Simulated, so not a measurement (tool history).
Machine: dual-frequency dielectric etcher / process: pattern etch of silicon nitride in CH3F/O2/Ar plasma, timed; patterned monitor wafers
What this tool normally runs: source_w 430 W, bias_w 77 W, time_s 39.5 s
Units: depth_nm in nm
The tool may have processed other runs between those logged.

run    day  source_w  bias_w  time_s  wafers since the last listed run  hours since the last wet clean  hours since the last source power generator calibration  hours since the last bias power generator calibration  hours since the last upper electrode change  hours since the gauge calibration  read-back reference wafer on the same gauge, depth_nm  depth_nm
  1      0       430      77    47.5                                 0                           259.7                                                   2723.5                                                 3829.1                                       3845.3                               15.7                                                   29.5     35.75
  2  0.512       430      77    39.5                               136                             272                                                   2735.8                                                 3841.4                                       3857.6                                 28                                                  29.53     29.34
  3  0.808       430      77    39.5                                78                           279.1                                                   2742.9                                                 3848.5                                       3864.7                               35.1                                                  29.48     29.76
  4  1.367       430      77    39.5                               149                           292.5                                                   2756.3                                                 3861.9                                       3878.1                               48.5                                                  29.48     29.71
  5  1.904       430      77    39.5                               143                           305.4                                                   2769.2                                                 3874.8                                         3891                               61.4                                                  29.47     29.62
     3.108  -- upper electrode replaced
  6  3.129       430      77    39.5                                60                           334.8                                                   2798.6                                                 3904.2                                          0.5                               90.8                                                  29.49     29.56
  7  3.146       430      77    39.5                                 4                           335.2                                                     2799                                                 3904.6                                          0.9                               91.2                                                  29.51     29.82
  8  3.175       430      77    39.5                                 7                           335.9                                                   2799.7                                                 3905.3                                          1.6                               91.9                                                  29.46     29.72
  9  3.492       430      77    39.5                                84                           343.5                                                   2807.3                                                 3912.9                                          9.2                               99.5                                                  29.52     29.81
 10  4.012       500      58    46.5                               139                             356                                                   2819.8                                                 3925.4                                         21.7                                112                                                  29.51     35.62
     5.621  -- wet clean of the chamber
 11  5.642       540      67      49                               168                             0.5                                                   2858.9                                                 3964.5                                         60.8                              151.1                                                  29.51     40.45
 12  5.654       430      71    30.5                                 3                             0.8                                                   2859.2                                                 3964.8                                         61.1                              151.4                                                  29.54     22.39
 13  6.238       400      58    45.5                               155                            14.8                                                   2873.2                                                 3978.8                                         75.1                              165.4                                                  29.49     30.69
     6.454  -- bias power generator calibrated
 14  6.658       330      77      48                                67                            24.9                                                   2883.3                                                    4.9                                         85.2                              175.5                                                  29.51     30.15
      7.25  -- source power generator calibrated
 15  7.329       430      90      34                               134                              41                                                      1.9                                                     21                                        101.3                              191.6                                                  29.49     26.49
     7.479  -- gauge calibrated
 16  7.754       500      77      36                               113                            51.2                                                     12.1                                                   31.2                                        111.5                                6.6                                                   29.5     29.64
 17  8.433       430      77    39.5                               181                            67.5                                                     28.4                                                   47.5                                        127.8                               22.9                                                  29.49     29.62
 18  9.133       430      77    44.5                               186                            84.3                                                     45.2                                                   64.3                                        144.6                               39.7                                                  29.52     33.33
 19  9.504       430      77    39.5                                99                            93.2                                                     54.1                                                   73.2                                        153.5                               48.6                                                   29.5      29.7

Forecast each of these 3 alternatives for the next run:
  A  9.521       430      77    33.5                                 4                            93.6                                                     54.5                                                   73.6                                        153.9                                 49                                                      ?         ?
  B  9.521       320      77    46.5                                 4                            93.6                                                     54.5                                                   73.6                                        153.9                                 49                                                      ?         ?
  C  9.521       540      85    39.5                                 4                            93.6                                                     54.5                                                   73.6                                        153.9                                 49                                                      ?         ?

run  read-back reference wafer on the same gauge, depth_nm  depth_nm
  A                                                  29.54     25.22
  B                                                  29.54     28.71
  C                                                  29.54     34.71
Had the tool no hidden state, the same runs would have come out as:
run  depth_nm
  A     25.22
  B     28.71
  C     34.71

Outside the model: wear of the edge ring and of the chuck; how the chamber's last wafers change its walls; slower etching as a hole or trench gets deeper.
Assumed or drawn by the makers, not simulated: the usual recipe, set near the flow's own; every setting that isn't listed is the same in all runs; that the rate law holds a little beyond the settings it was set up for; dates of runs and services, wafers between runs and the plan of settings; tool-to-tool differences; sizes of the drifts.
